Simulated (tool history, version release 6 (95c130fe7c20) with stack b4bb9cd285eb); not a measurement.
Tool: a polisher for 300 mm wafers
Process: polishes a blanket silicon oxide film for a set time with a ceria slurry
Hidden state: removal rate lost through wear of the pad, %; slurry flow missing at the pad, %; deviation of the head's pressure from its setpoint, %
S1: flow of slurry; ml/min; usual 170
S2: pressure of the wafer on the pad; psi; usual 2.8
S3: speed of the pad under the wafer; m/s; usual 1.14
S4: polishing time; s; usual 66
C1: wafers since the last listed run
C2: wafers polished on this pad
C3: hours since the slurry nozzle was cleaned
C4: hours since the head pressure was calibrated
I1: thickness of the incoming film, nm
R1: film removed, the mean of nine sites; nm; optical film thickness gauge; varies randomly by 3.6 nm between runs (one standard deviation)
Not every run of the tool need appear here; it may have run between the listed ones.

run,hour,S1,S2,S3,S4,C1,C2,C3,C4,I1,R1
1,0,155,2.8,1.14,60,0,2410,113.1,725.3,813.9,283.3
# hour 47.1: worn pad replaced by a new one
2,70.6,170,2.8,1.14,54,702,247,183.7,795.9,825.5,273.8
# hour 87.7: head pressure recalibrated
3,127,170,2.8,1.14,54,573,821,240.1,39.3,795.2,265.2
4,170.2,170,2.8,1.14,58,455,1276,283.3,82.5,819.4,288.3
# hour 194: slurry nozzle cleaned
5,234.9,170,2.8,1.14,66,671,1948,40.9,147.2,816.8,325.4
6,297.8,170,2.3,1.02,66,663,2611,103.8,210.1,808.6,229.9
# hour 359.7: worn pad replaced by a new one
7,366.4,170,2.3,1.02,66,681,70,172.4,278.7,800.6,217.5
8,390.9,170,2.8,1.14,66,258,328,196.9,303.2,807.3,298.3
9,536.5,170,2.8,1.14,66,1535,1864,342.5,448.8,801.8,292.2
# hour 550.5: slurry nozzle cleaned
10,564,170,2.8,1.14,66,279,2143,13.5,476.3,823.5,279.7
# hour 575.2: worn pad replaced by a new one, repeated, since the last time left the tool worse
11,752.3,170,2.8,1.14,76,1943,1867,201.8,664.6,806.1,367.5
12,800.1,210,3.4,1.14,66,504,2371,249.6,712.4,805.5,402.8
13,844.6,210,3.4,1.14,66,469,2840,294.1,756.9,804.1,396.5
14,896.7,170,2.8,1.14,66,549,3390,346.2,809,809.6,310.5
# hour 902.3: head pressure recalibrated
# hour 903.7: slurry nozzle cleaned
# hour 908.1: worn pad replaced by a new one
15,925.2,170,2.8,0.74,66,226,180,21.5,22.9,812,217
16,972.4,170,2.8,1.14,66,497,677,68.7,70.1,807,327.3
17,1014.2,170,2,1.14,44,440,1118,110.5,111.9,804.7,152.3
18,1064.7,170,2.3,1.14,48,532,1651,161,162.4,803.8,192.5
19,1120.6,170,3.1,1.14,66,589,2240,216.9,218.3,813,351.5
20,1172.4,120,2.8,1.46,66,546,2787,268.7,270.1,801.7,372.3
# hour 1185.6: slurry nozzle cleaned
# hour 1201.6: worn pad replaced by a new one
21,1232.6,150,2.8,1.14,66,582,326,47,330.3,806.9,324.8
22,1257.5,230,3.7,1.3,55,262,589,71.9,355.2,802,432.2
23,1325.8,170,3.6,1.14,66,720,1309,140.2,423.5,809.8,417.1
24,1360.6,170,2.8,1.26,66,366,1676,175,458.3,810,359
25,1472,170,2.2,1.14,79,1174,2851,286.4,569.7,812.8,294.5
# hour 1494.2: worn pad replaced by a new one
# hour 1514: slurry nozzle cleaned
26,1535.8,170,2.8,1.14,66,620,427,21.8,633.5,806.9,327.3
27,1570.6,185,2.8,1.14,53,366,794,56.6,668.3,812.9,271.2

Exercise: give the hidden state of the tool at every run:
slurry flow missing at the pad, %: 0 on each run
deviation of the head's pressure from its setpoint, %: 0 on each run
H1: removal rate lost through wear of the pad, %
run,H1
1,5.84
2,0.598
3,1.81
4,2.73
5,4.12
6,5.47
7,11.2
8,11.7
9,14.8
10,15.4
11,4.48
12,5.5
13,6.46
14,7.57
15,1.3
16,2.31
17,3.21
18,4.29
19,5.49
20,6.6
21,1.04
22,1.57
23,3.04
24,3.78
25,6.17
26,1.56
27,2.31
